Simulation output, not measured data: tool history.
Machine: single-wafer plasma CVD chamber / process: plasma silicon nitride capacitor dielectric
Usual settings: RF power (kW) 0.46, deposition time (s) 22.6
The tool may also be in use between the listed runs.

run    hour  RF power (kW)  deposition time (s)  read-back reference wafer on the same gauge, thickness_nm  mean film thickness on the monitor wafer (angstrom)
  1       0           0.46                   20                                                     34.302                                               279.13
  2    27.7           0.46                   20                                                      34.29                                               278.53
       95.2  -- gauge calibrated
  3    96.3           0.46                 22.6                                                     34.308                                               315.55
  4   164.3           0.46                 22.6                                                     34.288                                                  316
  5     196           0.46                 22.6                                                     34.315                                               312.12
  6   230.7           0.46                 22.6                                                     34.321                                                314.8
  7     266           0.46                 22.6                                                     34.277                                               313.18
  8     322          0.405                 22.6                                                       34.3                                               303.79
      366.5  -- RF generator calibrated
  9   380.1          0.405                 22.6                                                     34.312                                               312.82
      422.5  -- showerhead replaced
 10   434.9          0.405                 22.6                                                     34.331                                               310.78
 11   466.7           0.46                 22.6                                                     34.297                                               320.63
 12   507.9          0.405                 22.6                                                     34.344                                               311.83
 13   558.8          0.505                 25.5                                                     34.303                                               365.03
 14   584.4           0.46                 22.6                                                     34.292                                               319.34
 15   628.3           0.46                 22.6                                                     34.268                                               318.62
 16     661          0.405                 22.6                                                     34.315                                               309.35
 17   704.2          0.395                 24.9                                                     34.288                                               337.66
      796.1  -- gauge calibrated
 18   864.6           0.39                   19                                                     34.265                                               257.67
 19   900.6           0.46                 22.6                                                       34.3                                               316.81
 20   948.1          0.395                 22.6                                                     34.303                                               306.08
 21  1014.3           0.42                 22.6                                                     34.312                                               310.42
 22  1079.6          0.535                 26.1                                                     34.285                                               376.37
 23  1110.3           0.46                   25                                                     34.307                                                348.7

For each run, what was the tool's unlogged condition?
gauge reads high (%): 0 at every run
H1: delivered RF power above the setpoint (%)
run      H1
  1   -5.92
  2   -6.12
  3   -6.63
  4   -7.12
  5   -7.36
  6   -7.61
  7   -7.87
  8   -8.28
  9  -0.214
 10  -0.615
 11  -0.848
 12   -1.15
 13   -1.52
 14   -1.71
 15   -2.03
 16   -2.27
 17   -2.59
 18   -3.76
 19   -4.02
 20   -4.37
 21   -4.85
 22   -5.33
 23   -5.56
